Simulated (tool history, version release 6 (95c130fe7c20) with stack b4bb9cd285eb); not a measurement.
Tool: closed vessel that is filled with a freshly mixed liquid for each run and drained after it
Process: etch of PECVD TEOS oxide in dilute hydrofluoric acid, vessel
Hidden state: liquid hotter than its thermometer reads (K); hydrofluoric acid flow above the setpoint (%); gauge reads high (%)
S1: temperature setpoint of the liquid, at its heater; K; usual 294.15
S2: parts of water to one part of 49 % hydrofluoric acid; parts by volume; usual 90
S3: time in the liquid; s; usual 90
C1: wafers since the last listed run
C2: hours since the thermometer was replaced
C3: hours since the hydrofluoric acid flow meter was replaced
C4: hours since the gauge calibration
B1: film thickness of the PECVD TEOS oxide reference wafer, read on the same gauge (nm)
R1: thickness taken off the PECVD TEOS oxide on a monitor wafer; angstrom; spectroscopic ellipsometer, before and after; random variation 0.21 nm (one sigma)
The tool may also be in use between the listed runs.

run 1 hour=0 | S1=294.15 S2=120 S3=60 | C1=0 C2=513.3 C3=5.5 C4=720.7 | B1=129.99 | R1=121
run 2 hour=54.1 | S1=294.15 S2=120 S3=60 | C1=3977 C2=567.4 C3=59.6 C4=774.8 | B1=130 | R1=122.3
run 3 hour=224.8 | S1=296.15 S2=75 S3=90 | C1=12551 C2=738.1 C3=230.3 C4=945.5 | B1=130.01 | R1=342.9
run 4 hour=256.4 | S1=296.15 S2=75 S3=90 | C1=2323 C2=769.7 C3=261.9 C4=977.1 | B1=130.01 | R1=346.1
run 5 hour=320.8 | S1=296.15 S2=75 S3=90 | C1=4735 C2=834.1 C3=326.3 C4=1041.5 | B1=130.01 | R1=342.3
run 6 hour=356.8 | S1=294.15 S2=90 S3=90 | C1=2647 C2=870.1 C3=362.3 C4=1077.5 | B1=130.01 | R1=265.5
run 7 hour=418.5 | S1=294.15 S2=90 S3=90 | C1=4536 C2=931.8 C3=424 C4=1139.2 | B1=129.99 | R1=266.8
run 8 hour=481.1 | S1=294.15 S2=90 S3=90 | C1=4602 C2=994.4 C3=486.6 C4=1201.8 | B1=130.03 | R1=269.6
run 9 hour=532.5 | S1=294.15 S2=90 S3=90 | C1=3779 C2=1045.8 C3=538 C4=1253.2 | B1=130 | R1=270.2
run 10 hour=595 | S1=294.15 S2=90 S3=90 | C1=4595 C2=1108.3 C3=600.5 C4=1315.7 | B1=130.02 | R1=271.1
-- hour=622.6 thermometer replaced
run 11 hour=653.1 | S1=294.15 S2=75 S3=90 | C1=4198 C2=30.5 C3=658.6 C4=1373.8 | B1=130.01 | R1=321.8
run 12 hour=691.6 | S1=292.65 S2=90 S3=90 | C1=2830 C2=69 C3=697.1 C4=1412.3 | B1=130.01 | R1=239.4
run 13 hour=717.8 | S1=292.65 S2=90 S3=90 | C1=1926 C2=95.2 C3=723.3 C4=1438.5 | B1=130.02 | R1=244.4
run 14 hour=863.5 | S1=294.15 S2=90 S3=90 | C1=10713 C2=240.9 C3=869 C4=1584.2 | B1=130 | R1=266.9
run 15 hour=910.2 | S1=291.15 S2=130 S3=90 | C1=3433 C2=287.6 C3=915.7 C4=1630.9 | B1=130.02 | R1=157.8
run 16 hour=945.5 | S1=290.15 S2=90 S3=90 | C1=2595 C2=322.9 C3=951 C4=1666.2 | B1=130.01 | R1=229.1
run 17 hour=1011.1 | S1=294.15 S2=90 S3=90 | C1=4823 C2=388.5 C3=1016.6 C4=1731.8 | B1=130 | R1=270.1
-- hour=1023.6 gauge calibrated
run 18 hour=1053.2 | S1=294.15 S2=125 S3=90 | C1=3095 C2=430.6 C3=1058.7 C4=29.6 | B1=130.01 | R1=190.6
run 19 hour=1081.6 | S1=298.15 S2=65 S3=90 | C1=2088 C2=459 C3=1087.1 C4=58 | B1=130.02 | R1=454.3
run 20 hour=1135.2 | S1=294.15 S2=90 S3=90 | C1=3941 C2=512.6 C3=1140.7 C4=111.6 | B1=129.99 | R1=276.2
run 21 hour=1173.5 | S1=298.65 S2=135 S3=110 | C1=2816 C2=550.9 C3=1179 C4=149.9 | B1=129.99 | R1=255.9
-- hour=1199.7 hydrofluoric acid flow meter replaced
run 22 hour=1203.1 | S1=294.15 S2=90 S3=130 | C1=2102 C2=580.5 C3=3.4 C4=179.5 | B1=129.99 | R1=358.8
run 23 hour=1260.3 | S1=291.15 S2=110 S3=90 | C1=4205 C2=637.7 C3=60.6 C4=236.7 | B1=130.01 | R1=179.6
run 24 hour=1307.2 | S1=294.15 S2=115 S3=90 | C1=3448 C2=684.6 C3=107.5 C4=283.6 | B1=129.99 | R1=192.4
run 25 hour=1375.9 | S1=292.15 S2=120 S3=40 | C1=5051 C2=753.3 C3=176.2 C4=352.3 | B1=130.01 | R1=76.2
-- hour=1549.5 thermometer replaced
run 26 hour=1584.6 | S1=290.65 S2=105 S3=60 | C1=15271 C2=35.1 C3=384.9 C4=561 | B1=130 | R1=122
run 27 hour=1649.5 | S1=294.15 S2=90 S3=90 | C1=4772 C2=100 C3=449.8 C4=625.9 | B1=129.99 | R1=257.8
run 28 hour=1701 | S1=291.15 S2=110 S3=90 | C1=3786 C2=151.5 C3=501.3 C4=677.4 | B1=130.01 | R1=180
run 29 hour=1734.9 | S1=292.15 S2=60 S3=110 | C1=2492 C2=185.4 C3=535.2 C4=711.3 | B1=130.01 | R1=450.8
run 30 hour=1804 | S1=294.15 S2=90 S3=65 | C1=5080 C2=254.5 C3=604.3 C4=780.4 | B1=130.02 | R1=184.3
run 31 hour=1828.6 | S1=291.15 S2=90 S3=90 | C1=1808 C2=279.1 C3=628.9 C4=805 | B1=130.02 | R1=226.9
run 32 hour=1876.2 | S1=295.65 S2=90 S3=90 | C1=3499 C2=326.7 C3=676.5 C4=852.6 | B1=130.01 | R1=276.2

5 ways to go on from here, each from the tool as it stands after run 32. What would each give?
run A hour=1876.9 | S1=294.15 S2=90 S3=90 | C1=51 C2=327.4 C3=677.2 C4=853.3 | B1=? | R1=?
run B hour=1876.9 | S1=298.65 S2=45 S3=90 | C1=51 C2=327.4 C3=677.2 C4=853.3 | B1=? | R1=?
run C hour=1876.9 | S1=294.15 S2=60 S3=140 | C1=51 C2=327.4 C3=677.2 C4=853.3 | B1=? | R1=?
run D hour=1876.9 | S1=290.15 S2=125 S3=90 | C1=51 C2=327.4 C3=677.2 C4=853.3 | B1=? | R1=?
run E hour=1876.9 | S1=294.15 S2=90 S3=135 | C1=51 C2=327.4 C3=677.2 C4=853.3 | B1=? | R1=?

run=A B1=130 R1=263.6
run=B B1=130 R1=669.3
run=C B1=130 R1=636.5
run=D B1=130 R1=155.2
run=E B1=130 R1=395.4
Without the tool's hidden state the same runs would have given:
run=A R1=243.3
run=B R1=619.4
run=C R1=588.4
run=D R1=143
run=E R1=365
